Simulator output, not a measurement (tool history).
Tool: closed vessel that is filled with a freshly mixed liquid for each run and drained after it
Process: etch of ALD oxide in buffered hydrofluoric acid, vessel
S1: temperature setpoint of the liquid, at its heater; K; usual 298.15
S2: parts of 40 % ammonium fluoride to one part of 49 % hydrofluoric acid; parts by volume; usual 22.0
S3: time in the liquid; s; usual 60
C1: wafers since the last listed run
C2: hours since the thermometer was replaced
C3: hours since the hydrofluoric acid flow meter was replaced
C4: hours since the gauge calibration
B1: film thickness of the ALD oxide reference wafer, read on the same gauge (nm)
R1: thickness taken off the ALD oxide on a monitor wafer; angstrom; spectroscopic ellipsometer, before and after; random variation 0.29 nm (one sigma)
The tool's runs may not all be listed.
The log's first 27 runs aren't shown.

Run 28, hour 766.9: usual settings but S3 50 s; C1 1284; C2 427.9; C3 337.4; C4 472.9; B1 129.97. Result: R1 603.5 angstrom.
Run 29, hour 791.9: usual settings; C1 1824; C2 452.9; C3 362.4; C4 497.9; B1 129.99. Result: R1 726.7 angstrom.
Run 30, hour 804.9: usual settings but S3 35 s; C1 948; C2 465.9; C3 375.4; C4 510.9; B1 130.02. Result: R1 423.5 angstrom.
Run 31, hour 829.4: usual settings but S1 296.15 K; C1 1788; C2 490.4; C3 399.9; C4 535.4; B1 130.00. Result: R1 649.5 angstrom.
Run 32, hour 861.8: usual settings but S1 300.15 K, S2 27.0 parts by volume, S3 30 s; C1 2364; C2 522.8; C3 432.3; C4 567.8; B1 129.99. Result: R1 349.8 angstrom.
Run 33, hour 892.2: usual settings but S1 301.15 K, S2 29.5 parts by volume; C1 2218; C2 553.2; C3 462.7; C4 598.2; B1 130.01. Result: R1 694.1 angstrom.
Run 34, hour 910.7: usual settings but S1 294.15 K, S2 24.5 parts by volume; C1 1350; C2 571.7; C3 481.2; C4 616.7; B1 129.97. Result: R1 536.1 angstrom.
Run 35, hour 937.4: usual settings but S1 296.65 K; C1 1948; C2 598.4; C3 507.9; C4 643.4; B1 130.01. Result: R1 670.6 angstrom.

3 ways to go on from here, each from the tool as it stands after run 35. What would each give?
Run A, hour 938.1: usual settings but S1 302.65 K; C1 51; C2 599.1; C3 508.6; C4 644.1; B1 ?. Result: R1 ?.
Run B, hour 938.1: usual settings but S2 19.0 parts by volume, S3 70 s; C1 51; C2 599.1; C3 508.6; C4 644.1; B1 ?. Result: R1 ?.
Run C, hour 938.1: usual settings but S3 85 s; C1 51; C2 599.1; C3 508.6; C4 644.1; B1 ?. Result: R1 ?.

run      B1      R1
  A  130.00   922.0
  B  130.00   955.9
  C  130.00  1025.8
Without the tool's hidden state the same runs would have given:
run      R1
  A   906.2
  B   932.4
  C  1008.1

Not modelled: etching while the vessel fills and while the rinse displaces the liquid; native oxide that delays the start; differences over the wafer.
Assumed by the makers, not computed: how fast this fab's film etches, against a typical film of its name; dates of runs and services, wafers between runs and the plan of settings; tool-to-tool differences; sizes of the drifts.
